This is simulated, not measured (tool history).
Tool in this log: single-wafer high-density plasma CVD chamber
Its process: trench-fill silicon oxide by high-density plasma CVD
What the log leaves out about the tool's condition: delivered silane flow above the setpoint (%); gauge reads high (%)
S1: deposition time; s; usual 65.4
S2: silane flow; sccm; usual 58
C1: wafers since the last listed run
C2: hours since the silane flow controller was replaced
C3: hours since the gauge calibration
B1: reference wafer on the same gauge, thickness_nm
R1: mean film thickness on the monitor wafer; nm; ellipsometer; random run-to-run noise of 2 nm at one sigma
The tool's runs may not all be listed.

Run 1, hour 0.0: usual settings; C1 0; C2 550.2; C3 396.5; B1 346.901. Result: R1 359.176 nm.
Run 2, hour 49.8: usual settings; C1 729; C2 600.0; C3 446.3; B1 346.887. Result: R1 358.324 nm.
Run 3, hour 122.0: usual settings; C1 1058; C2 672.2; C3 518.5; B1 346.990. Result: R1 360.945 nm.
Run 4, hour 177.7: usual settings but S1 73.2 s, S2 49 sccm; C1 816; C2 727.9; C3 574.2; B1 347.291. Result: R1 343.987 nm.
Run 5, hour 265.1: usual settings; C1 1280; C2 815.3; C3 661.6; B1 347.392. Result: R1 353.856 nm.
Run 6, hour 396.8: usual settings but S2 61 sccm; C1 1930; C2 947.0; C3 793.3; B1 347.042. Result: R1 375.443 nm.
Run 7, hour 454.9: usual settings but S2 61 sccm; C1 851; C2 1005.1; C3 851.4; B1 347.164. Result: R1 378.356 nm.
Run 8, hour 514.5: usual settings but S2 61 sccm; C1 873; C2 1064.7; C3 911.0; B1 346.596. Result: R1 379.156 nm.
Run 9, hour 553.2: usual settings; C1 567; C2 1103.4; C3 949.7; B1 347.141. Result: R1 360.978 nm.
Run 10, hour 658.4: usual settings but S1 73.9 s; C1 1541; C2 1208.6; C3 1054.9; B1 346.981. Result: R1 407.431 nm.
Run 11, hour 747.3: usual settings but S1 73.9 s; C1 1302; C2 1297.5; C3 1143.8; B1 346.668. Result: R1 402.816 nm.
Run 12, hour 849.7: usual settings; C1 1500; C2 1399.9; C3 1246.2; B1 346.786. Result: R1 356.751 nm.
At hour 887.2: silane flow controller replaced.
Run 13, hour 897.3: usual settings; C1 580; C2 10.1; C3 1293.8; B1 346.894. Result: R1 366.378 nm.
Run 14, hour 986.0: usual settings; C1 1300; C2 98.8; C3 1382.5; B1 346.847. Result: R1 368.229 nm.
Run 15, hour 1077.4: usual settings; C1 1339; C2 190.2; C3 1473.9; B1 347.023. Result: R1 370.700 nm.
Run 16, hour 1123.3: usual settings; C1 672; C2 236.1; C3 1519.8; B1 346.397. Result: R1 374.863 nm.
Run 17, hour 1186.3: usual settings but S1 62.3 s; C1 923; C2 299.1; C3 1582.8; B1 347.365. Result: R1 351.316 nm.
Run 18, hour 1239.8: usual settings but S1 71.2 s; C1 784; C2 352.6; C3 1636.3; B1 346.571. Result: R1 399.884 nm.
Run 19, hour 1322.4: usual settings; C1 1210; C2 435.2; C3 1718.9; B1 346.765. Result: R1 369.543 nm.
At hour 1369.9: gauge calibrated.
Run 20, hour 1376.8: usual settings; C1 797; C2 489.6; C3 6.9; B1 346.795. Result: R1 371.866 nm.
At hour 1421.1: silane flow controller replaced, repeated, since the last time left the tool worse.
Run 21, hour 1426.6: usual settings; C1 612; C2 5.5; C3 56.7; B1 347.291. Result: R1 350.432 nm.
Run 22, hour 1518.7: usual settings but S2 54 sccm; C1 1349; C2 97.6; C3 148.8; B1 346.955. Result: R1 326.815 nm.
Run 23, hour 1576.2: usual settings but S1 55.8 s, S2 65 sccm; C1 842; C2 155.1; C3 206.3; B1 347.395. Result: R1 334.087 nm.
Run 24, hour 1659.8: usual settings but S1 62.3 s; C1 1225; C2 238.7; C3 289.9; B1 347.523. Result: R1 335.974 nm.
Run 25, hour 1724.5: usual settings; C1 948; C2 303.4; C3 354.6; B1 347.271. Result: R1 354.405 nm.
Run 26, hour 1817.9: usual settings but S1 77.7 s; C1 1368; C2 396.8; C3 448.0; B1 347.007. Result: R1 417.182 nm.
Run 27, hour 1917.0: usual settings but S1 78.1 s, S2 55 sccm; C1 1452; C2 495.9; C3 547.1; B1 346.506. Result: R1 406.098 nm.
Run 28, hour 1971.8: usual settings but S1 60.2 s; C1 803; C2 550.7; C3 601.9; B1 346.756. Result: R1 325.785 nm.
Run 29, hour 2051.2: usual settings but S1 57.4 s, S2 49 sccm; C1 1163; C2 630.1; C3 681.3; B1 346.952. Result: R1 270.091 nm.
Run 30, hour 2129.6: usual settings but S1 56.9 s, S2 53 sccm; C1 1149; C2 708.5; C3 759.7; B1 347.036. Result: R1 283.971 nm.
Run 31, hour 2214.1: usual settings but S1 76.9 s; C1 1238; C2 793.0; C3 844.2; B1 347.475. Result: R1 421.778 nm.
Run 32, hour 2254.3: usual settings but S1 74.7 s, S2 50 sccm; C1 589; C2 833.2; C3 884.4; B1 347.866. Result: R1 358.697 nm.
Run 33, hour 2325.0: usual settings but S1 73.6 s, S2 63 sccm; C1 1036; C2 903.9; C3 955.1; B1 346.713. Result: R1 431.972 nm.
Run 34, hour 2391.4: usual settings but S2 69 sccm; C1 973; C2 970.3; C3 1021.5; B1 347.030. Result: R1 417.807 nm.
Run 35, hour 2467.4: usual settings but S2 66 sccm; C1 1113; C2 1046.3; C3 1097.5; B1 346.904. Result: R1 402.213 nm.
Run 36, hour 2607.5: usual settings but S1 78.4 s, S2 68 sccm; C1 2053; C2 1186.4; C3 1237.6; B1 347.170. Result: R1 495.925 nm.
Run 37, hour 2692.4: usual settings; C1 1244; C2 1271.3; C3 1322.5; B1 346.954. Result: R1 358.403 nm.
Run 38, hour 2796.9: usual settings; C1 1531; C2 1375.8; C3 1427.0; B1 346.661. Result: R1 357.714 nm.
At hour 2893.1: gauge calibrated.
At hour 2897.7: silane flow controller replaced.
Run 39, hour 2898.2: usual settings; C1 1367; C2 0.5; C3 5.1; B1 347.215. Result: R1 347.873 nm.
Run 40, hour 2926.4: usual settings but S1 69.3 s; C1 413; C2 28.7; C3 33.3; B1 347.312. Result: R1 371.309 nm.
Run 41, hour 3032.4: usual settings but S1 54.1 s, S2 51 sccm; C1 1553; C2 134.7; C3 139.3; B1 347.188. Result: R1 256.841 nm.
Run 42, hour 3119.0: usual settings; C1 1269; C2 221.3; C3 225.9; B1 346.736. Result: R1 348.618 nm.
Run 43, hour 3168.2: usual settings but S1 61.0 s, S2 69 sccm; C1 721; C2 270.5; C3 275.1; B1 347.387. Result: R1 384.091 nm.
Run 44, hour 3274.8: usual settings but S1 52.6 s, S2 64 sccm; C1 1562; C2 377.1; C3 381.7; B1 346.994. Result: R1 310.152 nm.

Measured result minus the same run's result without the hidden state. Both carry the same run-to-run variation, though not necessarily the same gauge scatter:
run       R1
  1   +8.060
  2   +8.368
  3   +8.854
  4   +8.714
  5   +9.352
  6  +10.426
  7  +10.692
  8  +10.885
  9  +10.460
 10  +12.061
 11  +12.102
 12  +10.869
 13  +17.928
 14  +19.550
 15  +21.008
 16  +21.832
 17  +21.138
 18  +24.645
 19  +23.505
 20  +24.076
 21   +1.949
 22   +3.369
 23   +4.296
 24   +5.401
 25   +6.460
 26   +8.713
 27   +9.429
 28   +7.926
 29   +6.953
 30   +7.649
 31  +11.825
 32  +10.223
 33  +12.627
 34  +12.465
 35  +12.241
 36  +15.541
 37  +11.389
 38  +11.528
 39   -1.478
 40   -0.985
 41   +0.665
 42   +2.134
 43   +3.023
 44   +3.451

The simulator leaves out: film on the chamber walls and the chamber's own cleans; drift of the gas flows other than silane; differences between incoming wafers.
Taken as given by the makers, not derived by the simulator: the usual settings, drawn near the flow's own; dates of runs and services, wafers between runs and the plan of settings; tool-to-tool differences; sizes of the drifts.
